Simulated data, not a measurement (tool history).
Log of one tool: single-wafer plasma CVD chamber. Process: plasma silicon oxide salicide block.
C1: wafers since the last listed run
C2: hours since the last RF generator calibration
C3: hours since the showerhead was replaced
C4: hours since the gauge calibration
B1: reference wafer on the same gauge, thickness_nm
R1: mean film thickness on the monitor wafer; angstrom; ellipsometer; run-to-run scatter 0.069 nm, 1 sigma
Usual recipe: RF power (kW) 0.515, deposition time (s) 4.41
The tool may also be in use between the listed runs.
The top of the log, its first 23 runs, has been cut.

{"run": 24, "hour": 377.9, "RF power (kW)": 0.515, "deposition time (s)": 4.41, "C1": 426, "C2": 173.3, "C3": 154, "C4": 73.5, "B1": 46.687, "R1": 458.31}
{"run": 25, "hour": 394.0, "RF power (kW)": 0.445, "deposition time (s)": 4.41, "C1": 421, "C2": 189.4, "C3": 170.1, "C4": 89.6, "B1": 46.699, "R1": 440.69}
{"run": 26, "hour": 401.3, "RF power (kW)": 0.515, "deposition time (s)": 3.98, "C1": 190, "C2": 196.7, "C3": 177.4, "C4": 96.9, "B1": 46.699, "R1": 412.99}
{"run": 27, "hour": 410.1, "RF power (kW)": 0.515, "deposition time (s)": 4.41, "C1": 230, "C2": 205.5, "C3": 186.2, "C4": 105.7, "B1": 46.704, "R1": 456.9}
{"run": 28, "hour": 425.5, "RF power (kW)": 0.585, "deposition time (s)": 3.92, "C1": 402, "C2": 220.9, "C3": 201.6, "C4": 121.1, "B1": 46.693, "R1": 421.06}
{"run": 29, "hour": 460.2, "RF power (kW)": 0.515, "deposition time (s)": 4.41, "C1": 907, "C2": 255.6, "C3": 236.3, "C4": 155.8, "B1": 46.711, "R1": 457.96}
{"run": 30, "hour": 476.2, "RF power (kW)": 0.485, "deposition time (s)": 4.41, "C1": 418, "C2": 271.6, "C3": 252.3, "C4": 171.8, "B1": 46.693, "R1": 449.43}
{"run": 31, "hour": 491.1, "RF power (kW)": 0.545, "deposition time (s)": 5.02, "C1": 389, "C2": 286.5, "C3": 267.2, "C4": 186.7, "B1": 46.706, "R1": 528.19}

Forecast each of these 5 alternatives for the next run:
{"run": "A", "hour": 491.5, "RF power (kW)": 0.515, "deposition time (s)": 4.41, "C1": 10, "C2": 286.9, "C3": 267.6, "C4": 187.1, "B1": "?", "R1": "?"}
{"run": "B", "hour": 491.5, "RF power (kW)": 0.575, "deposition time (s)": 4.16, "C1": 10, "C2": 286.9, "C3": 267.6, "C4": 187.1, "B1": "?", "R1": "?"}
{"run": "C", "hour": 491.5, "RF power (kW)": 0.445, "deposition time (s)": 4.64, "C1": 10, "C2": 286.9, "C3": 267.6, "C4": 187.1, "B1": "?", "R1": "?"}
{"run": "D", "hour": 491.5, "RF power (kW)": 0.515, "deposition time (s)": 4.78, "C1": 10, "C2": 286.9, "C3": 267.6, "C4": 187.1, "B1": "?", "R1": "?"}
{"run": "E", "hour": 491.5, "RF power (kW)": 0.515, "deposition time (s)": 4.92, "C1": 10, "C2": 286.9, "C3": 267.6, "C4": 187.1, "B1": "?", "R1": "?"}

run=A B1=46.7 R1=457.62
run=B B1=46.7 R1=444.62
run=C B1=46.7 R1=463.26
run=D B1=46.7 R1=496.02
run=E B1=46.7 R1=510.54
Take away the tool's hidden state, keep each run's random variation, and the runs would have read:
run=A R1=461.61
run=B R1=448.5
run=C R1=467.3
run=D R1=500.34
run=E R1=515
